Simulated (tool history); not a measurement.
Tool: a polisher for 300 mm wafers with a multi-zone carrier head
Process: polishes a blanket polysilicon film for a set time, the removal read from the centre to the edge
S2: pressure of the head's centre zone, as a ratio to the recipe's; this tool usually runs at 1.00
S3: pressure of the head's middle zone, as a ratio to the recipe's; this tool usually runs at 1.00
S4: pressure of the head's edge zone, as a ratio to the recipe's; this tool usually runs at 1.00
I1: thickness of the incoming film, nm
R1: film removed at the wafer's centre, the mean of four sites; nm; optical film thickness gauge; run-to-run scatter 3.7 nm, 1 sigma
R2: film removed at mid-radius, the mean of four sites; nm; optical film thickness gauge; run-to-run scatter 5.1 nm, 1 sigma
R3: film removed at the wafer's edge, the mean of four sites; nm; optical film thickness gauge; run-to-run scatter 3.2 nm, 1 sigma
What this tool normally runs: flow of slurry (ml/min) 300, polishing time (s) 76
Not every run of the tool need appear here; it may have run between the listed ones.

run 1 hour=0.0 | flow_of_slurry_(ml/min)=300 S2=1.00 S3=1.00 S4=1.00 polishing_time_(s)=76 | I1=1300.4 | R1=469.3 R2=454.9 R3=450.3
run 2 hour=82.3 | flow_of_slurry_(ml/min)=300 S2=1.00 S3=1.00 S4=1.00 polishing_time_(s)=76 | I1=1332.1 | R1=460.5 R2=443.4 R3=441.3
run 3 hour=311.9 | flow_of_slurry_(ml/min)=300 S2=1.00 S3=1.00 S4=1.06 polishing_time_(s)=76 | I1=1315.2 | R1=462.3 R2=469.5 R3=471.9
run 4 hour=364.2 | flow_of_slurry_(ml/min)=300 S2=1.00 S3=1.00 S4=1.00 polishing_time_(s)=76 | I1=1329.0 | R1=452.3 R2=459.0 R3=453.0
run 5 hour=444.4 | flow_of_slurry_(ml/min)=300 S2=1.00 S3=1.00 S4=1.00 polishing_time_(s)=76 | I1=1321.6 | R1=446.7 R2=441.7 R3=444.9
run 6 hour=508.1 | flow_of_slurry_(ml/min)=300 S2=1.00 S3=0.94 S4=1.00 polishing_time_(s)=76 | I1=1323.4 | R1=449.3 R2=417.1 R3=437.7
run 7 hour=589.8 | flow_of_slurry_(ml/min)=300 S2=1.00 S3=1.00 S4=1.00 polishing_time_(s)=76 | I1=1341.9 | R1=439.4 R2=441.3 R3=436.6
run 8 hour=629.0 | flow_of_slurry_(ml/min)=300 S2=1.00 S3=1.00 S4=1.00 polishing_time_(s)=76 | I1=1313.8 | R1=445.4 R2=444.6 R3=438.2
run 9 hour=733.6 | flow_of_slurry_(ml/min)=300 S2=1.00 S3=1.00 S4=1.05 polishing_time_(s)=76 | I1=1312.0 | R1=444.3 R2=437.2 R3=445.0
run 10 hour=832.6 | flow_of_slurry_(ml/min)=300 S2=1.04 S3=1.06 S4=1.12 polishing_time_(s)=87 | I1=1327.1 | R1=558.2 R2=549.0 R3=555.0
run 11 hour=881.5 | flow_of_slurry_(ml/min)=360 S2=1.00 S3=1.06 S4=1.00 polishing_time_(s)=86 | I1=1318.5 | R1=530.2 R2=539.4 R3=516.9
run 12 hour=966.0 | flow_of_slurry_(ml/min)=300 S2=1.00 S3=1.00 S4=0.93 polishing_time_(s)=76 | I1=1309.0 | R1=457.7 R2=444.0 R3=425.6
run 13 hour=1042.8 | flow_of_slurry_(ml/min)=300 S2=1.00 S3=1.00 S4=1.00 polishing_time_(s)=76 | I1=1321.9 | R1=452.8 R2=443.2 R3=436.7
run 14 hour=1097.3 | flow_of_slurry_(ml/min)=300 S2=1.08 S3=1.00 S4=1.10 polishing_time_(s)=86 | I1=1318.3 | R1=552.1 R2=494.8 R3=514.8
run 15 hour=1188.4 | flow_of_slurry_(ml/min)=330 S2=1.00 S3=0.89 S4=1.00 polishing_time_(s)=76 | I1=1331.8 | R1=451.2 R2=398.5 R3=435.3
run 16 hour=1250.0 | flow_of_slurry_(ml/min)=335 S2=0.93 S3=1.00 S4=1.07 polishing_time_(s)=76 | I1=1293.7 | R1=448.7 R2=466.1 R3=472.6
run 17 hour=1320.7 | flow_of_slurry_(ml/min)=200 S2=1.07 S3=1.00 S4=1.10 polishing_time_(s)=93 | I1=1308.1 | R1=579.1 R2=525.7 R3=550.5
run 18 hour=1359.5 | flow_of_slurry_(ml/min)=395 S2=1.00 S3=1.10 S4=1.00 polishing_time_(s)=76 | I1=1315.4 | R1=480.5 R2=493.8 R3=451.1
run 19 hour=1415.6 | flow_of_slurry_(ml/min)=340 S2=0.93 S3=0.94 S4=1.00 polishing_time_(s)=52 | I1=1321.6 | R1=297.5 R2=285.4 R3=305.2
run 20 hour=1451.9 | flow_of_slurry_(ml/min)=300 S2=1.00 S3=1.00 S4=1.00 polishing_time_(s)=89 | I1=1344.1 | R1=540.4 R2=502.3 R3=515.5
run 21 hour=1488.8 | flow_of_slurry_(ml/min)=300 S2=1.00 S3=1.00 S4=1.05 polishing_time_(s)=76 | I1=1343.9 | R1=460.9 R2=443.3 R3=448.6
run 22 hour=1591.1 | flow_of_slurry_(ml/min)=210 S2=0.97 S3=1.00 S4=0.93 polishing_time_(s)=59 | I1=1326.6 | R1=331.6 R2=326.4 R3=316.1

Not shown: 10 entries that the log had between the listed runs. Between which runs, and how does the tool's hidden state differ before and after?
Logged between run 1 and run 2: carrier head's membrane replaced by a new one (hour 46.4)
  removal rate lost through wear of the pad, %: 3.08 -> 4.41; deviation of the centre zone's pressure from its setpoint, %: 3.59 -> 3.93
  the result without the hidden state subtracted from the measured one, R1: +2.0 -> -2.8 nm; R2: -14.5 -> -20.5 nm; R3: -14.3 -> -20.4 nm
Logged between run 2 and run 3: centre zone pressure recalibrated (hour 278.5); worn pad replaced by a new one (hour 300.8); edge zone pressure recalibrated (hour 302.9)
  removal rate lost through wear of the pad, %: 4.41 -> 0.921; deviation of the centre zone's pressure from its setpoint, %: 3.93 -> 0.663
  the result without the hidden state subtracted from the measured one, R1: -2.8 -> -1.2 nm; R2: -20.5 -> -4.4 nm; R3: -20.4 -> -4.4 nm
Logged between run 9 and run 10: slurry nozzle cleaned (hour 736.0); worn pad replaced by a new one (hour 811.6)
  removal rate lost through wear of the pad, %: 6.09 -> 1.52; deviation of the centre zone's pressure from its setpoint, %: 2.42 -> 2.83
  the result without the hidden state subtracted from the measured one, R1: -17.6 -> +7.1 nm; R2: -28.5 -> -8.6 nm; R3: -28.9 -> -8.5 nm
Logged between run 15 and run 16: worn pad replaced by a new one (hour 1209.2)
  removal rate lost through wear of the pad, %: 6.19 -> 1.65; deviation of the centre zone's pressure from its setpoint, %: 4.32 -> 4.58
  the result without the hidden state subtracted from the measured one, R1: -9.8 -> +12.7 nm; R2: -26.4 -> -8.0 nm; R3: -28.8 -> -7.9 nm
Logged between run 17 and run 18: carrier head's membrane replaced by a new one (hour 1358.8)
  removal rate lost through wear of the pad, %: 3.36 -> 4; deviation of the centre zone's pressure from its setpoint, %: 4.87 -> 5.03
  the result without the hidden state subtracted from the measured one, R1: +7.8 -> +4.2 nm; R2: -18.4 -> -20.7 nm; R3: -19.1 -> -18.8 nm
Logged between run 19 and run 20: edge zone pressure recalibrated (hour 1425.1)
  removal rate lost through wear of the pad, %: 4.68 -> 5; deviation of the centre zone's pressure from its setpoint, %: 5.27 -> 5.42
  the result without the hidden state subtracted from the measured one, R1: +1.3 -> +1.0 nm; R2: -14.0 -> -26.6 nm; R3: -15.0 -> -27.1 nm
Logged between run 21 and run 22: slurry nozzle cleaned (hour 1569.6)
  removal rate lost through wear of the pad, %: 5.25 -> 5.7; deviation of the centre zone's pressure from its setpoint, %: 5.57 -> 6
  the result without the hidden state subtracted from the measured one, R1: +0.3 -> +0.1 nm; R2: -24.7 -> -19.8 nm; R3: -24.8 -> -19.0 nm
